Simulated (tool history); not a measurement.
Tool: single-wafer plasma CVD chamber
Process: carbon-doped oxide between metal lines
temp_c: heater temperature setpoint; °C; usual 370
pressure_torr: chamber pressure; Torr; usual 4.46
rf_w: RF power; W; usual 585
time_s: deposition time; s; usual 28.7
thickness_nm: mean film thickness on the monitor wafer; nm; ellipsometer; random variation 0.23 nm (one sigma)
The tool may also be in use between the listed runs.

run   hour  temp_c  pressure_torr  rf_w  time_s  wafers since the last listed run  hours since the last thermocouple change  hours since the last RF generator calibration  hours since the last manometer calibration  hours since the showerhead was replaced  hours since the gauge calibration  read-back reference wafer on the same gauge, thickness_nm  thickness_nm
  1      0     370           4.46   585    28.7                                 0                                    1077.8                                         2197.7                                      2143.6                                   6650.2                              246.3                                                    180.995       148.177
  2   15.9     370           4.46   585    28.7                               232                                    1093.7                                         2213.6                                      2159.5                                   6666.1                              262.2                                                    181.069       147.981
      34.7  -- RF generator calibrated
  3   35.2     370           4.46   585    28.7                               165                                      1113                                            0.5                                      2178.8                                   6685.4                              281.5                                                    181.066       154.302
  4   39.5     370           4.46   585    28.7                                62                                    1117.3                                            4.8                                      2183.1                                   6689.7                              285.8                                                    180.979       154.388
  5   49.5     370           4.46   585    28.7                               146                                    1127.3                                           14.8                                      2193.1                                   6699.7                              295.8                                                    181.064       154.653
  6   57.9     370           4.46   585    28.7                               122                                    1135.7                                           23.2                                      2201.5                                   6708.1                              304.2                                                    181.014       154.202
      70.4  -- thermocouple changed; heater temperature recalibrated
  7   70.9     370           4.46   585    28.7                                73                                       0.5                                           36.2                                      2214.5                                   6721.1                              317.2                                                     181.12        152.51
        83  -- showerhead replaced
  8  110.8     370           4.46   585    28.7                               466                                      40.4                                           76.1                                      2254.4                                     27.8                              357.1                                                    181.068       152.979
  9  117.8     362            3.6   685    28.7                               102                                      47.4                                           83.1                                      2261.4                                     34.8                              364.1                                                    181.061       167.519
 10  129.9     370           4.46   585    28.7                               176                                      59.5                                           95.2                                      2273.5                                     46.9                              376.2                                                    181.109        153.16
     141.4  -- capacitance manometer re-zeroed and calibrated
 11    146     383           4.46   585    33.6                               118                                      75.6                                          111.3                                         4.6                                       63                              392.3                                                    181.017       173.858
 12  153.4     357           4.46   585    32.5                               108                                        83                                          118.7                                          12                                     70.4                              399.7                                                    180.868       178.747
 13  162.8     364           4.05   585    32.4                               137                                      92.4                                          128.1                                        21.4                                     79.8                              409.1                                                    180.939       173.489
 14  180.3     362           3.63   690    28.7                               255                                     109.9                                          145.6                                        38.9                                     97.3                              426.6                                                    180.979       168.381
     181.9  -- gauge calibrated
 15  196.4     357           4.86   555    26.5                               235                                       126                                          161.7                                          55                                    113.4                               14.5                                                    180.982       143.161
 16  213.2     370           4.46   585    30.6                               245                                     142.8                                          178.5                                        71.8                                    130.2                               31.3                                                    180.926       162.878
 17  229.5     376              4   585    32.4                               238                                     159.1                                          194.8                                        88.1                                    146.5                               47.6                                                     180.95       168.633
 18  239.7     384           4.46   585    28.7                               149                                     169.3                                            205                                        98.3                                    156.7                               57.8                                                    181.175       148.552
 19  247.4     381           4.98   585    26.9                               112                                       177                                          212.7                                         106                                    164.4                               65.5                                                    181.015       142.141
 20    256     370           4.46   585    28.7                               125                                     185.6                                          221.3                                       114.6                                      173                               74.1                                                    180.997       153.584
 21  262.4     370           4.46   585    28.7                                93                                       192                                          227.7                                         121                                    179.4                               80.5                                                    181.044       153.363
 22  273.7     370           4.46   585    28.7                               165                                     203.3                                            239                                       132.3                                    190.7                               91.8                                                    181.093       153.556
 23  288.4     370           3.35   585    34.4                               214                                       218                                          253.7                                         147                                    205.4                              106.5                                                    180.987       178.994
 24    303     370           4.04   530    28.7                               213                                     232.6                                          268.3                                       161.6                                      220                              121.1                                                    181.023       143.688
 25  312.6     370           3.37   585    28.7                               140                                     242.2                                          277.9                                       171.2                                    229.6                              130.7                                                    181.018       149.337
 26  322.5     364           5.32   470    31.4                               144                                     252.1                                          287.8                                       181.1                                    239.5                              140.6                                                    181.119       152.172
 27  339.8     370           4.46   585    28.7                               252                                     269.4                                          305.1                                       198.4                                    256.8                              157.9                                                    180.955       153.573

Forecast each of these 5 alternatives for the next run:
  A  340.2     370           4.46   585    28.7                                 5                                     269.8                                          305.5                                       198.8                                    257.2                              158.3                                                          ?             ?
  B  340.2     385           4.46   585    28.7                                 5                                     269.8                                          305.5                                       198.8                                    257.2                              158.3                                                          ?             ?
  C  340.2     375           4.87   545    26.7                                 5                                     269.8                                          305.5                                       198.8                                    257.2                              158.3                                                          ?             ?
  D  340.2     370           4.46   550    28.7                                 5                                     269.8                                          305.5                                       198.8                                    257.2                              158.3                                                          ?             ?
  E  340.2     370           3.91   690    28.7                                 5                                     269.8                                          305.5                                       198.8                                    257.2                              158.3                                                          ?             ?

run  read-back reference wafer on the same gauge, thickness_nm  thickness_nm
  A                                                    180.944       153.589
  B                                                    180.944       148.642
  C                                                    180.944       136.869
  D                                                    180.944        148.09
  E                                                    180.944       166.999
Without the tool's hidden state the same runs would have given:
run  thickness_nm
  A       154.273
  B       149.539
  C       137.623
  D       148.794
  E       167.698
